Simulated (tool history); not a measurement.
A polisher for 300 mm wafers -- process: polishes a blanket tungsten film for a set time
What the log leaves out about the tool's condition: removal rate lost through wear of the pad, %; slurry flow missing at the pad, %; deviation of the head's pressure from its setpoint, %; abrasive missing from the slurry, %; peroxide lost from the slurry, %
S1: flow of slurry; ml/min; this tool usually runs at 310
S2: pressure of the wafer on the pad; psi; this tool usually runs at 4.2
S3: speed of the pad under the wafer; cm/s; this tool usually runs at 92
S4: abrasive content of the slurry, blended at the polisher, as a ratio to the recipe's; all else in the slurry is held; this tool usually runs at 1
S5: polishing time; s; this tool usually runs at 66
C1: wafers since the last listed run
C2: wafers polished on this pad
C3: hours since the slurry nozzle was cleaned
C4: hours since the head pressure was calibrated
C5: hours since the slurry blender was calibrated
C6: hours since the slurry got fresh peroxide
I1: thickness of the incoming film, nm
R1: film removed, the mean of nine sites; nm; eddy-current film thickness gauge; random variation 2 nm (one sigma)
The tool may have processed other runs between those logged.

{"run": 1, "hour": 0.0, "S1": 310, "S2": 4.2, "S3": 92, "S4": 1, "S5": 66, "C1": 0, "C2": 484, "C3": 49.6, "C4": 532.6, "C5": 296.3, "C6": 143.9, "I1": 906.3, "R1": 296.1}
{"run": 2, "hour": 78.5, "S1": 310, "S2": 4.2, "S3": 92, "S4": 1, "S5": 66, "C1": 746, "C2": 1231, "C3": 128.1, "C4": 611.1, "C5": 374.8, "C6": 222.4, "I1": 920.1, "R1": 291.8}
{"hour": 138.7, "done": "slurry blender recalibrated"}
{"run": 3, "hour": 224.3, "S1": 310, "S2": 4.2, "S3": 110, "S4": 1, "S5": 66, "C1": 1367, "C2": 2598, "C3": 273.9, "C4": 756.9, "C5": 85.6, "C6": 368.2, "I1": 915.4, "R1": 347.3}
{"run": 4, "hour": 264.1, "S1": 310, "S2": 4.2, "S3": 110, "S4": 1, "S5": 66, "C1": 378, "C2": 2976, "C3": 313.7, "C4": 796.7, "C5": 125.4, "C6": 408, "I1": 916.8, "R1": 348.6}
{"run": 5, "hour": 321.2, "S1": 310, "S2": 4.2, "S3": 110, "S4": 1, "S5": 66, "C1": 542, "C2": 3519, "C3": 370.8, "C4": 853.8, "C5": 182.5, "C6": 465.1, "I1": 909.3, "R1": 343.8}
{"hour": 369.5, "done": "slurry tank refilled with fresh slurry and peroxide"}
{"hour": 398.4, "done": "head pressure recalibrated"}
{"run": 6, "hour": 408.9, "S1": 310, "S2": 4.2, "S3": 116, "S4": 1, "S5": 66, "C1": 805, "C2": 4325, "C3": 458.5, "C4": 10.5, "C5": 270.2, "C6": 39.4, "I1": 911.1, "R1": 361.9}
{"hour": 412.1, "done": "slurry nozzle cleaned"}
{"hour": 413.1, "done": "worn pad replaced by a new one"}
{"run": 7, "hour": 450.1, "S1": 310, "S2": 4.2, "S3": 92, "S4": 1, "S5": 55, "C1": 372, "C2": 351, "C3": 38, "C4": 51.7, "C5": 311.4, "C6": 80.6, "I1": 914.6, "R1": 245.4}
{"run": 8, "hour": 514.4, "S1": 310, "S2": 4.2, "S3": 92, "S4": 1, "S5": 55, "C1": 611, "C2": 963, "C3": 102.3, "C4": 116, "C5": 375.7, "C6": 144.9, "I1": 921, "R1": 244.6}
{"hour": 549.6, "done": "slurry blender recalibrated"}
{"run": 9, "hour": 560.4, "S1": 310, "S2": 4.2, "S3": 92, "S4": 1, "S5": 66, "C1": 418, "C2": 1381, "C3": 148.3, "C4": 162, "C5": 10.8, "C6": 190.9, "I1": 937.6, "R1": 294}
{"run": 10, "hour": 653.1, "S1": 310, "S2": 4.2, "S3": 92, "S4": 1.05, "S5": 66, "C1": 881, "C2": 2263, "C3": 241, "C4": 254.7, "C5": 103.5, "C6": 283.6, "I1": 908.8, "R1": 298.8}
{"run": 11, "hour": 714.8, "S1": 310, "S2": 4.2, "S3": 92, "S4": 1, "S5": 66, "C1": 586, "C2": 2849, "C3": 302.7, "C4": 316.4, "C5": 165.2, "C6": 345.3, "I1": 911.9, "R1": 290.7}
{"run": 12, "hour": 781.1, "S1": 310, "S2": 4.2, "S3": 92, "S4": 1, "S5": 66, "C1": 630, "C2": 3480, "C3": 369, "C4": 382.7, "C5": 231.5, "C6": 411.6, "I1": 929.3, "R1": 292.9}
{"hour": 850.1, "done": "slurry tank refilled with fresh slurry and peroxide"}
{"hour": 851.4, "done": "worn pad replaced by a new one"}
{"run": 13, "hour": 858.7, "S1": 310, "S2": 5.1, "S3": 92, "S4": 1.2, "S5": 85, "C1": 716, "C2": 69, "C3": 446.6, "C4": 460.3, "C5": 309.1, "C6": 8.6, "I1": 924.6, "R1": 488.2}
{"hour": 919.9, "done": "slurry nozzle cleaned"}
{"run": 14, "hour": 949.1, "S1": 310, "S2": 4.2, "S3": 92, "S4": 1.3, "S5": 66, "C1": 850, "C2": 919, "C3": 29.2, "C4": 550.7, "C5": 399.5, "C6": 99, "I1": 917.2, "R1": 316}
{"run": 15, "hour": 1014.3, "S1": 350, "S2": 4.2, "S3": 122, "S4": 1, "S5": 66, "C1": 619, "C2": 1539, "C3": 94.4, "C4": 615.9, "C5": 464.7, "C6": 164.2, "I1": 923.1, "R1": 382.6}
{"hour": 1050.1, "done": "slurry blender recalibrated"}
{"run": 16, "hour": 1114.4, "S1": 310, "S2": 4.2, "S3": 112, "S4": 1, "S5": 47, "C1": 932, "C2": 2472, "C3": 194.5, "C4": 716, "C5": 64.3, "C6": 264.3, "I1": 931, "R1": 249.9}
{"hour": 1125.0, "done": "head pressure recalibrated"}
{"run": 17, "hour": 1186.6, "S1": 310, "S2": 4.2, "S3": 92, "S4": 1, "S5": 66, "C1": 667, "C2": 3139, "C3": 266.7, "C4": 61.6, "C5": 136.5, "C6": 336.5, "I1": 924.8, "R1": 292.8}
{"run": 18, "hour": 1237.6, "S1": 310, "S2": 4.2, "S3": 92, "S4": 1, "S5": 77, "C1": 484, "C2": 3624, "C3": 317.7, "C4": 112.6, "C5": 187.5, "C6": 387.5, "I1": 905, "R1": 336.8}
{"hour": 1250.0, "done": "slurry tank refilled with fresh slurry and peroxide"}
{"run": 19, "hour": 1313.1, "S1": 310, "S2": 4.2, "S3": 92, "S4": 1.05, "S5": 66, "C1": 708, "C2": 4333, "C3": 393.2, "C4": 188.1, "C5": 263, "C6": 63.1, "I1": 917.2, "R1": 296.5}
{"hour": 1319.1, "done": "worn pad replaced by a new one"}
{"hour": 1382.4, "done": "slurry nozzle cleaned"}
{"run": 20, "hour": 1416.8, "S1": 310, "S2": 4.2, "S3": 116, "S4": 0.75, "S5": 66, "C1": 938, "C2": 919, "C3": 34.4, "C4": 291.8, "C5": 366.7, "C6": 166.8, "I1": 929.9, "R1": 333.6}
{"hour": 1463.6, "done": "slurry blender recalibrated"}
{"run": 21, "hour": 1494.0, "S1": 310, "S2": 4.2, "S3": 92, "S4": 1, "S5": 66, "C1": 715, "C2": 1634, "C3": 111.6, "C4": 369, "C5": 30.4, "C6": 244, "I1": 915.1, "R1": 293.4}
{"run": 22, "hour": 1594.7, "S1": 310, "S2": 4.2, "S3": 92, "S4": 1, "S5": 66, "C1": 957, "C2": 2591, "C3": 212.3, "C4": 469.7, "C5": 131.1, "C6": 344.7, "I1": 921.8, "R1": 291.9}
{"run": 23, "hour": 1669.6, "S1": 310, "S2": 4.2, "S3": 92, "S4": 1, "S5": 66, "C1": 712, "C2": 3304, "C3": 287.2, "C4": 544.6, "C5": 206, "C6": 419.6, "I1": 922.4, "R1": 291.2}
{"hour": 1675.7, "done": "slurry tank refilled with fresh slurry and peroxide"}
{"run": 24, "hour": 1741.5, "S1": 355, "S2": 4.2, "S3": 92, "S4": 1, "S5": 66, "C1": 674, "C2": 3978, "C3": 359.1, "C4": 616.5, "C5": 277.9, "C6": 65.8, "I1": 934.9, "R1": 294.4}
{"hour": 1774.8, "done": "worn pad replaced by a new one"}
{"hour": 1832.5, "done": "head pressure recalibrated"}
{"hour": 1876.1, "done": "slurry nozzle cleaned"}
{"hour": 1959.5, "done": "slurry blender recalibrated"}
{"run": 25, "hour": 2016.2, "S1": 415, "S2": 5.3, "S3": 66, "S4": 0.85, "S5": 66, "C1": 2526, "C2": 2247, "C3": 140.1, "C4": 183.7, "C5": 56.7, "C6": 340.5, "I1": 912.3, "R1": 263.2}

Predict the results of run 26:
{"hour": 2096.5, "done": "slurry tank refilled with fresh slurry and peroxide"}
{"run": 26, "hour": 2105.8, "S1": 310, "S2": 4.2, "S3": 92, "S4": 0.85, "S5": 66, "C1": 842, "C2": 3089, "C3": 229.7, "C4": 273.3, "C5": 146.3, "C6": 9.3, "I1": 903.3, "R1": "?"}

{"run 26": {"R1": 280.9}}
The same run, on a tool lacking any hidden state, would have yielded R1 280.9 nm.
